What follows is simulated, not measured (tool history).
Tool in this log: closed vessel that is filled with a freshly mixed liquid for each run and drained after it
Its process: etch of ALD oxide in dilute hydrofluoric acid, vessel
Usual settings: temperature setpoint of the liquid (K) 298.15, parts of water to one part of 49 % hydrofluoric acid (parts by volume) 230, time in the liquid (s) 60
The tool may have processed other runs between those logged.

run	day	temperature setpoint of the liquid (K)	parts of water to one part of 49 % hydrofluoric acid (parts by volume)	time in the liquid (s)	wafers since the last listed run	hours since the thermometer was replaced	hours since the hydrofluoric acid flow meter was replaced	hours since the gauge calibration	read-back film thickness of the ALD oxide reference wafer, read on the same gauge (nm)	thickness taken off the ALD oxide on a monitor wafer (Å)
1	0	298.15	230	60	0	219.8	78.9	401.3	140.01	65.8
2	1.183	298.15	230	60	3003	248.2	107.3	429.7	140.03	65.3
3	2.392	298.15	230	60	3066	277.2	136.3	458.7	139.98	65.2
4	3.658	298.15	230	60	3215	307.6	166.7	489.1	140	65.5
5	4.204	298.15	230	60	1385	320.7	179.8	502.2	139.98	65.4
6	4.733	298.15	230	60	1343	333.4	192.5	514.9	140.03	65.4
7	5.483	298.15	230	60	1903	351.4	210.5	532.9	139.99	64.8
8	6.604	298.15	230	60	2844	378.3	237.4	559.8	140.01	64.4
9	7.254	298.15	230	60	1649	393.9	253	575.4	140.01	64.6
10	8.15	297.15	230	60	2273	415.4	274.5	596.9	140.02	62.2
11	9.45	297.15	230	60	3299	446.6	305.7	628.1	139.99	62.3
12	10.846	297.15	230	60	3542	480.1	339.2	661.6	140	61.8
13	12.038	300.65	230	60	3024	508.7	367.8	690.2	139.99	70.3
14	13.379	295.15	230	60	3405	540.9	400	722.4	139.98	57.4
15	14.021	298.15	230	60	1628	556.3	415.4	737.8	140.03	64.2
16	14.608	296.15	305	60	1491	570.4	429.5	751.9	139.99	41.6
# day 15.617: thermometer replaced
# day 15.925: gauge calibrated
17	15.979	295.65	185	60	3373	8.7	462.4	1.3	140.01	76.1
18	16.721	298.15	230	60	1882	26.5	480.2	19.1	140.01	63.7
19	17.483	294.65	335	85	1935	44.8	498.5	37.4	139.98	49.4
20	18.883	296.65	310	30	3553	78.4	532.1	71	139.99	20.6
21	19.646	298.15	230	60	1935	96.7	550.4	89.3	140.01	63.3
22	20.633	298.15	230	60	2506	120.4	574.1	113	139.99	63.3
23	21.712	298.15	330	45	2739	146.3	600	138.9	140.05	29.5
24	23.062	300.15	230	60	3426	178.7	632.4	171.3	140.02	67.7
25	23.892	298.15	230	60	2104	198.6	652.3	191.2	140.02	63.1
# day 24.338: hydrofluoric acid flow meter replaced
26	27.933	296.65	155	95	10152	295.6	86.3	288.2	139.94	158.5
27	32.388	302.65	195	35	11305	402.5	193.2	395.1	140.04	54.6
28	33.258	293.65	140	30	2210	423.4	214.1	416	139.97	49.4
29	33.85	298.15	230	60	1501	437.6	228.3	430.2	140.02	64.5
30	35.15	300.15	280	60	3299	468.8	259.5	461.4	140.02	53.2
31	35.796	295.15	150	95	1639	484.3	275	476.9	140	151.6
32	37.292	296.65	310	30	3796	520.2	310.9	512.8	139.98	20.6
33	38.338	298.15	135	80	2654	545.3	336	537.9	139.98	162.2
34	39.721	295.15	230	60	3511	578.5	369.2	571.1	139.97	57.4
# day 41.067: thermometer replaced
35	41.088	299.65	305	60	3363	0.5	402	603.9	139.95	46.8

Describe how what the log doesn't record of the tool's condition differs between the last listed run preceding each entry between runs and the first listed run following it.
In the gap between runs 16 and 17: thermometer replaced (day 15.617); gauge calibrated (day 15.925)
  hydrofluoric acid flow below the setpoint (%): 2.52 -> 2.71
  difference, measured minus the result without the unlogged condition, thickness taken off the ALD oxide on a monitor wafer (Å): -1.4 -> -2.5
In the gap between runs 25 and 26: hydrofluoric acid flow meter replaced (day 24.338)
  hydrofluoric acid flow below the setpoint (%): 3.81 -> 0.862
  difference, measured minus the result without the unlogged condition, thickness taken off the ALD oxide on a monitor wafer (Å): -3.1 -> -1.7
In the gap between runs 34 and 35: thermometer replaced (day 41.067)
  hydrofluoric acid flow below the setpoint (%): 2.5 -> 2.69
  difference, measured minus the result without the unlogged condition, thickness taken off the ALD oxide on a monitor wafer (Å): -1.8 -> -1.7

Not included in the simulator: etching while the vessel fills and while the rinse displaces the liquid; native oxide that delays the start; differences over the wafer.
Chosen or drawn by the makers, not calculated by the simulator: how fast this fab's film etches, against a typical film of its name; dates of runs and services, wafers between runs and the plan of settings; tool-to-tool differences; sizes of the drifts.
